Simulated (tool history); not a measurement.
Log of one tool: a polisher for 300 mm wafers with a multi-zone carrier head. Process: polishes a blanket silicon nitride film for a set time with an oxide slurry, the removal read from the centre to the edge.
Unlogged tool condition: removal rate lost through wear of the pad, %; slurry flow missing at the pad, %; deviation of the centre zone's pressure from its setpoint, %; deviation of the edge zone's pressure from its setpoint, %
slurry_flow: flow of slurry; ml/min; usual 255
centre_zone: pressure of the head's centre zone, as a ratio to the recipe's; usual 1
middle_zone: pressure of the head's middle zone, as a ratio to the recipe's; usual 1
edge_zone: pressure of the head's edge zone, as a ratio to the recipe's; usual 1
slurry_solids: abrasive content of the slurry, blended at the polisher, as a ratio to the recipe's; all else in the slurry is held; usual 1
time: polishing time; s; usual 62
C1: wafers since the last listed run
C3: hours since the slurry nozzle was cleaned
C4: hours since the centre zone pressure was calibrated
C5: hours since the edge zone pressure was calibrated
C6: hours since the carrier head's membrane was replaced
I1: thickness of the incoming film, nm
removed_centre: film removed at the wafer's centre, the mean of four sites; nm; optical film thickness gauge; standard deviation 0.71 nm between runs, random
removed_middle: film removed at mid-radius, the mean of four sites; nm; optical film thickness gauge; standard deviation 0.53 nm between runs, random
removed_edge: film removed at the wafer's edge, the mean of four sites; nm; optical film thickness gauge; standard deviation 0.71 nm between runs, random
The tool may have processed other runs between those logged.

run 1 hour=0 | slurry_flow=255 centre_zone=1 middle_zone=1 edge_zone=1 slurry_solids=1 time=62 | C1=0 wafers_polished_on_this_pad=474 C3=254.9 C4=372.2 C5=580.8 C6=1189.1 | I1=410.7 | removed_centre=41.8 removed_middle=42.7 removed_edge=44.6
-- hour=15.4 edge zone pressure recalibrated
run 2 hour=36.2 | slurry_flow=255 centre_zone=1 middle_zone=1 edge_zone=1 slurry_solids=1 time=62 | C1=274 wafers_polished_on_this_pad=748 C3=291.1 C4=408.4 C5=20.8 C6=1225.3 | I1=411.1 | removed_centre=40.6 removed_middle=41.1 removed_edge=44.5
run 3 hour=73.3 | slurry_flow=255 centre_zone=1 middle_zone=1 edge_zone=1 slurry_solids=1 time=62 | C1=297 wafers_polished_on_this_pad=1046 C3=328.2 C4=445.5 C5=57.9 C6=1262.4 | I1=411 | removed_centre=38.6 removed_middle=39.7 removed_edge=43.1
run 4 hour=111.7 | slurry_flow=255 centre_zone=1 middle_zone=1 edge_zone=0.97 slurry_solids=1 time=62 | C1=308 wafers_polished_on_this_pad=1354 C3=366.6 C4=483.9 C5=96.3 C6=1300.8 | I1=407.7 | removed_centre=38 removed_middle=38.7 removed_edge=41.6
run 5 hour=163.7 | slurry_flow=255 centre_zone=1 middle_zone=1 edge_zone=1 slurry_solids=1 time=41 | C1=417 wafers_polished_on_this_pad=1771 C3=418.6 C4=535.9 C5=148.3 C6=1352.8 | I1=404.9 | removed_centre=23.7 removed_middle=24.4 removed_edge=27
run 6 hour=187.9 | slurry_flow=255 centre_zone=1 middle_zone=1 edge_zone=1 slurry_solids=1 time=74 | C1=194 wafers_polished_on_this_pad=1965 C3=442.8 C4=560.1 C5=172.5 C6=1377 | I1=411 | removed_centre=41.7 removed_middle=42.9 removed_edge=48.6
run 7 hour=215.2 | slurry_flow=255 centre_zone=1.05 middle_zone=1 edge_zone=1 slurry_solids=0.85 time=62 | C1=219 wafers_polished_on_this_pad=2184 C3=470.1 C4=587.4 C5=199.8 C6=1404.3 | I1=409 | removed_centre=33.3 removed_middle=33.4 removed_edge=37.1
-- hour=223.5 carrier head's membrane replaced by a new one
-- hour=260.9 worn pad replaced by a new one
run 8 hour=264.6 | slurry_flow=255 centre_zone=1 middle_zone=1 edge_zone=1.05 slurry_solids=1 time=62 | C1=324 wafers_polished_on_this_pad=29 C3=519.5 C4=636.8 C5=249.2 C6=41.1 | I1=403.5 | removed_centre=33.2 removed_middle=33.5 removed_edge=40.4
-- hour=312.6 slurry nozzle cleaned
run 9 hour=329.1 | slurry_flow=255 centre_zone=1 middle_zone=1 edge_zone=1 slurry_solids=1 time=62 | C1=509 wafers_polished_on_this_pad=538 C3=16.5 C4=701.3 C5=313.7 C6=105.6 | I1=410.2 | removed_centre=50 removed_middle=50.9 removed_edge=50.7
run 10 hour=378.2 | slurry_flow=255 centre_zone=1 middle_zone=1 edge_zone=0.97 slurry_solids=1 time=62 | C1=393 wafers_polished_on_this_pad=932 C3=65.6 C4=750.4 C5=362.8 C6=154.7 | I1=403.4 | removed_centre=49.3 removed_middle=49.2 removed_edge=48.7
run 11 hour=420.8 | slurry_flow=255 centre_zone=1 middle_zone=1 edge_zone=1 slurry_solids=1 time=62 | C1=341 wafers_polished_on_this_pad=1274 C3=108.2 C4=793 C5=405.4 C6=197.3 | I1=410.5 | removed_centre=48.2 removed_middle=47.7 removed_edge=49
run 12 hour=454.5 | slurry_flow=255 centre_zone=1 middle_zone=1 edge_zone=1 slurry_solids=1 time=62 | C1=270 wafers_polished_on_this_pad=1544 C3=141.9 C4=826.7 C5=439.1 C6=231 | I1=413.9 | removed_centre=47.1 removed_middle=46 removed_edge=48.6
-- hour=497.9 edge zone pressure recalibrated
-- hour=524.1 centre zone pressure recalibrated
-- hour=531.7 worn pad replaced by a new one
run 13 hour=548.4 | slurry_flow=255 centre_zone=1 middle_zone=1 edge_zone=1.04 slurry_solids=1 time=62 | C1=689 wafers_polished_on_this_pad=134 C3=235.8 C4=24.3 C5=50.5 C6=324.9 | I1=404.2 | removed_centre=44 removed_middle=42.9 removed_edge=46.7
run 14 hour=592.9 | slurry_flow=255 centre_zone=1 middle_zone=1 edge_zone=1 slurry_solids=1 time=76 | C1=356 wafers_polished_on_this_pad=491 C3=280.3 C4=68.8 C5=95 C6=369.4 | I1=414.9 | removed_centre=50.8 removed_middle=51 removed_edge=53.7
run 15 hour=663.4 | slurry_flow=255 centre_zone=1 middle_zone=1 edge_zone=1 slurry_solids=1 time=62 | C1=565 wafers_polished_on_this_pad=1056 C3=350.8 C4=139.3 C5=165.5 C6=439.9 | I1=415.7 | removed_centre=37.2 removed_middle=39 removed_edge=42.8
run 16 hour=693.9 | slurry_flow=170 centre_zone=1.07 middle_zone=1 edge_zone=1 slurry_solids=1 time=44 | C1=244 wafers_polished_on_this_pad=1301 C3=381.3 C4=169.8 C5=196 C6=470.4 | I1=405.3 | removed_centre=12.4 removed_middle=14.3 removed_edge=21.5

What will run 17 give?
run 17 hour=765.5 | slurry_flow=300 centre_zone=1 middle_zone=0.97 edge_zone=1.06 slurry_solids=0.8 time=62 | C1=574 wafers_polished_on_this_pad=1875 C3=452.9 C4=241.4 C5=267.6 C6=542 | I1=411.8 | removed_centre=? removed_middle=? removed_edge=?

Logged for run 17: removed_centre 36 nm, removed_middle 36.4 nm, removed_edge 41.3 nm.
The same run, on a tool lacking any hidden state, would have yielded removed_centre 49.6 nm, removed_middle 48.3 nm, removed_edge 50.5 nm.
